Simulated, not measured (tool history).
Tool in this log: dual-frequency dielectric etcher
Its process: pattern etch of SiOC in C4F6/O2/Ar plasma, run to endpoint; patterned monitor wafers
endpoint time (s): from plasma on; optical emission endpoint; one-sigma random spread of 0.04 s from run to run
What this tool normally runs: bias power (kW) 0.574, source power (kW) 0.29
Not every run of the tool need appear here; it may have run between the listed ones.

run   hour  bias power (kW)  source power (kW)  incoming incoming film thickness, nm  endpoint time (s)
  1      0            0.647               0.23                                 39.82                 14
  2   17.7            0.647               0.23                                 39.44               13.9
  3   53.7            0.574               0.29                                 39.06               13.1
  4   82.2            0.574               0.29                                 39.38               13.2
     125.7  -- source power generator calibrated
  5  145.8            0.574               0.29                                 38.79               13.2
  6  177.9            0.574               0.29                                 39.45               13.4
  7  190.3            0.574               0.29                                 39.06               13.2
  8    213            0.574               0.29                                 39.08               13.2
  9    230             0.66               0.32                                 39.23               11.9
 10    244            0.662               0.34                                 39.22               11.7
 11    270            0.662               0.34                                 39.31               11.7
 12  291.3            0.534               0.29                                 39.36               13.8
     319.2  -- upper electrode replaced
 13  319.7            0.653               0.26                                 40.03               13.5
 14  349.9            0.656               0.25                                 39.04               13.4
 15  374.9             0.49               0.35                                 39.77               13.5
 16  405.5            0.622               0.35                                 39.48                 12
     436.7  -- wet clean of the chamber
 17  437.2            0.574               0.29                                 38.96               12.9
     447.1  -- bias power generator calibrated
 18  460.1            0.574               0.29                                 39.16               13.3
 19    488            0.493               0.34                                 39.46               13.4
 20  522.7            0.454               0.27                                 39.29               15.2
 21  556.5            0.574               0.25                                 38.93               14.2
 22    578              0.5               0.32                                  39.1               13.6
 23  622.4             0.48               0.33                                 39.16               13.7
 24  646.3            0.574               0.29                                 39.39               13.5
 25  681.8            0.624               0.29                                 39.07               12.7
 26  700.5            0.704               0.32                                 39.37               11.8
 27  729.4            0.467               0.33                                 39.66                 14
 28  763.1            0.501               0.27                                 39.68               14.8
 29    787             0.66               0.32                                 39.59               12.1
 30  814.6            0.462               0.26                                 39.15               15.5
 31  840.3             0.48               0.33                                 39.33               13.8
 32  864.3            0.574               0.29                                 39.34               13.5
 33  891.9            0.574               0.29                                 39.35               13.4
 34  911.2            0.574               0.29                                 39.26               13.5
 35  923.3            0.574               0.36                                  39.6               12.4

Each row is a separate what-if for the run after 35, all from the same tool condition, not one after another. Results?
  A  923.7            0.574               0.29                                 39.33                  ?
  B  923.7            0.522               0.31                                 39.33                  ?
  C  923.7            0.525               0.31                                 39.33                  ?
  D  923.7            0.458               0.24                                 39.33                  ?

run  endpoint time (s)
  A               13.4
  B               13.6
  C               13.6
  D               16.2
With the hidden condition removed and each run's random variation left untouched, the same runs would have given:
run  endpoint time (s)
  A               13.3
  B               13.5
  C               13.5
  D                 16
